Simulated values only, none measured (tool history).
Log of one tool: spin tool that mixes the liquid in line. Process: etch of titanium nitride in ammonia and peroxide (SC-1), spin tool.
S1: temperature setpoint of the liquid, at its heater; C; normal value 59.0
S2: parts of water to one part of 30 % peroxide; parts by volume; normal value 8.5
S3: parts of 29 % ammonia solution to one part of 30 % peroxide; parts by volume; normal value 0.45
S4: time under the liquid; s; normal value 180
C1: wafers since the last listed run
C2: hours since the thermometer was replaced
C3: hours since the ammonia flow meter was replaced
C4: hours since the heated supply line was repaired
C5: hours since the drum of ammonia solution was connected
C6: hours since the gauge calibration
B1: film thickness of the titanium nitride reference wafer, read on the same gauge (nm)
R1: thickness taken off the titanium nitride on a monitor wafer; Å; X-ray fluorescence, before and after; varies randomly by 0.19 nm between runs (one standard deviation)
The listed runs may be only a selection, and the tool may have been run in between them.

| run | hour | S1 | S2 | S3 | S4 | C1 | C2 | C3 | C4 | C5 | C6 | B1 | R1 |
|---|---|---|---|---|---|---|---|---|---|---|---|---|---|
| 1 | 0.0 | 59.0 | 10.0 | 0.45 | 180 | 0 | 2062.7 | 1627.0 | 3044.2 | 82.6 | 2917.4 | 109.99 | 158.0 |
| 2 | 101.6 | 59.0 | 8.5 | 0.45 | 180 | 443 | 2164.3 | 1728.6 | 3145.8 | 184.2 | 3019.0 | 110.00 | 168.3 |
|  | 108.6 | gauge calibrated |
|  | 109.0 | ammonia flow meter replaced |
|  | 171.5 | thermometer replaced |
|  | 191.1 | heated supply line repaired |
| 3 | 199.3 | 67.5 | 12.5 | 0.40 | 275 | 413 | 27.8 | 90.3 | 8.2 | 281.9 | 90.7 | 110.01 | 396.1 |
| 4 | 249.0 | 65.0 | 9.5 | 0.60 | 95 | 217 | 77.5 | 140.0 | 57.9 | 331.6 | 140.4 | 110.00 | 144.1 |
| 5 | 346.9 | 59.0 | 8.5 | 0.45 | 120 | 427 | 175.4 | 237.9 | 155.8 | 429.5 | 238.3 | 109.98 | 124.2 |
| 6 | 398.1 | 59.0 | 8.5 | 0.35 | 180 | 223 | 226.6 | 289.1 | 207.0 | 480.7 | 289.5 | 110.00 | 180.0 |
| 7 | 474.4 | 51.0 | 8.5 | 0.45 | 180 | 333 | 302.9 | 365.4 | 283.3 | 557.0 | 365.8 | 109.98 | 110.5 |
| 8 | 572.1 | 55.5 | 8.5 | 0.30 | 180 | 426 | 400.6 | 463.1 | 381.0 | 654.7 | 463.5 | 110.01 | 136.7 |
| 9 | 641.5 | 59.0 | 5.5 | 0.45 | 180 | 303 | 470.0 | 532.5 | 450.4 | 724.1 | 532.9 | 110.01 | 230.3 |
| 10 | 686.3 | 64.5 | 5.0 | 0.30 | 275 | 195 | 514.8 | 577.3 | 495.2 | 768.9 | 577.7 | 110.01 | 482.0 |
| 11 | 725.7 | 59.0 | 8.5 | 0.50 | 180 | 172 | 554.2 | 616.7 | 534.6 | 808.3 | 617.1 | 110.00 | 185.0 |
| 12 | 763.6 | 56.5 | 8.5 | 0.45 | 180 | 165 | 592.1 | 654.6 | 572.5 | 846.2 | 655.0 | 110.02 | 154.5 |
| 13 | 830.0 | 59.0 | 8.5 | 0.45 | 180 | 289 | 658.5 | 721.0 | 638.9 | 912.6 | 721.4 | 109.99 | 183.4 |
| 14 | 878.5 | 59.0 | 8.5 | 0.45 | 180 | 211 | 707.0 | 769.5 | 687.4 | 961.1 | 769.9 | 110.00 | 184.7 |
| 15 | 960.1 | 53.5 | 5.0 | 0.60 | 180 | 356 | 788.6 | 851.1 | 769.0 | 1042.7 | 851.5 | 110.02 | 175.4 |
| 16 | 1033.5 | 51.5 | 8.5 | 0.40 | 110 | 320 | 862.0 | 924.5 | 842.4 | 1116.1 | 924.9 | 109.99 | 65.6 |
| 17 | 1125.3 | 59.0 | 5.0 | 0.55 | 235 | 400 | 953.8 | 1016.3 | 934.2 | 1207.9 | 1016.7 | 110.01 | 320.3 |
|  | 1145.5 | new drum of ammonia solution connected |
| 18 | 1224.1 | 59.0 | 8.5 | 0.45 | 180 | 427 | 1052.6 | 1115.1 | 1033.0 | 78.6 | 1115.5 | 109.99 | 181.2 |
| 19 | 1308.6 | 59.0 | 5.5 | 0.45 | 265 | 368 | 1137.1 | 1199.6 | 1117.5 | 163.1 | 1200.0 | 110.02 | 332.7 |
| 20 | 1401.4 | 59.0 | 8.5 | 0.45 | 180 | 405 | 1229.9 | 1292.4 | 1210.3 | 255.9 | 1292.8 | 109.98 | 181.8 |
| 21 | 1468.1 | 53.5 | 8.5 | 0.45 | 240 | 291 | 1296.6 | 1359.1 | 1277.0 | 322.6 | 1359.5 | 110.01 | 168.3 |
| 22 | 1516.6 | 52.5 | 6.0 | 0.45 | 90 | 211 | 1345.1 | 1407.6 | 1325.5 | 371.1 | 1408.0 | 110.00 | 68.2 |
| 23 | 1609.7 | 59.0 | 8.5 | 0.45 | 180 | 406 | 1438.2 | 1500.7 | 1418.6 | 464.2 | 1501.1 | 109.98 | 180.6 |

What if the next run were any one of these 5? Each begins from the tool's condition after run 23:
| A | 1610.2 | 59.0 | 8.5 | 0.45 | 280 | 2 | 1438.7 | 1501.2 | 1419.1 | 464.7 | 1501.6 | ? | ? |
| B | 1610.2 | 50.0 | 10.0 | 0.60 | 180 | 2 | 1438.7 | 1501.2 | 1419.1 | 464.7 | 1501.6 | ? | ? |
| C | 1610.2 | 59.0 | 6.0 | 0.45 | 180 | 2 | 1438.7 | 1501.2 | 1419.1 | 464.7 | 1501.6 | ? | ? |
| D | 1610.2 | 68.0 | 6.5 | 0.65 | 85 | 2 | 1438.7 | 1501.2 | 1419.1 | 464.7 | 1501.6 | ? | ? |
| E | 1610.2 | 62.0 | 5.5 | 0.40 | 260 | 2 | 1438.7 | 1501.2 | 1419.1 | 464.7 | 1501.6 | ? | ? |

| run | B1 | R1 |
|---|---|---|
| A | 110.00 | 277.9 |
| B | 110.00 | 93.5 |
| C | 110.00 | 212.5 |
| D | 110.00 | 182.8 |
| E | 110.00 | 382.2 |
Stripped of hidden state, with their random variation kept, the same runs would have yielded:
| run | R1 |
|---|---|
| A | 289.9 |
| B | 97.8 |
| C | 221.7 |
| D | 190.3 |
| E | 398.4 |
